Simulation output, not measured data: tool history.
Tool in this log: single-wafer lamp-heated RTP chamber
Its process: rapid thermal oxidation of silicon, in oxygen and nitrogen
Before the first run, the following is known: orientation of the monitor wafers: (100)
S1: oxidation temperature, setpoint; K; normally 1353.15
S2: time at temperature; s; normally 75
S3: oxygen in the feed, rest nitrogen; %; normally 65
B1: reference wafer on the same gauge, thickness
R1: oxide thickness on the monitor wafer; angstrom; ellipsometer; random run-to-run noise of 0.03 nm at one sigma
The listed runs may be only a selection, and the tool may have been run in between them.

run,hour,S1,S2,S3,B1,R1
1,0.0,1353.15,88,82,9.309,112.19
2,25.6,1353.15,75,65,9.321,96.23
# hour 33.6: gauge calibrated
3,69.8,1353.15,75,65,9.324,96.25
4,109.4,1353.15,75,65,9.324,96.77
5,157.3,1353.15,75,65,9.323,97.45
# hour 175.2: pyrometer window cleaned and pyrometer calibrated
6,194.6,1353.15,75,65,9.322,94.54
7,244.6,1353.15,75,65,9.324,95.11
8,303.6,1353.15,75,65,9.322,95.46
9,371.8,1353.15,75,65,9.330,96.11
# hour 423.8: oxygen flow controller replaced
10,426.0,1353.15,75,72,9.329,100.10
# hour 452.7: pyrometer window cleaned and pyrometer calibrated
11,454.2,1371.15,57,90,9.316,104.78
12,516.3,1325.15,75,65,9.321,78.43
13,578.3,1336.15,60,89,9.316,85.93
14,607.0,1353.15,75,65,9.320,95.27
15,656.2,1353.15,55,81,9.323,90.58
# hour 668.9: gauge calibrated
16,689.9,1331.15,51,77,9.321,74.38
17,719.8,1353.15,75,65,9.323,96.29
# hour 733.4: pyrometer window cleaned and pyrometer calibrated
18,758.8,1370.15,103,84,9.316,133.16
19,808.2,1353.15,39,91,9.306,79.96
20,852.2,1371.15,57,90,9.313,106.40

Hidden state, per run?
deviation of the oxygen flow from its setpoint, %: 0 in every run
gauge reads high (%): 0 in every run
H1: true wafer temperature minus pyrometer reading, K
run,H1
1,3.51
2,3.93
3,4.66
4,5.31
5,6.09
6,0.895
7,1.72
8,2.69
9,3.81
10,4.7
11,0.216
12,1.24
13,2.26
14,2.73
15,3.54
16,4.09
17,4.58
18,0.968
19,1.78
20,2.5

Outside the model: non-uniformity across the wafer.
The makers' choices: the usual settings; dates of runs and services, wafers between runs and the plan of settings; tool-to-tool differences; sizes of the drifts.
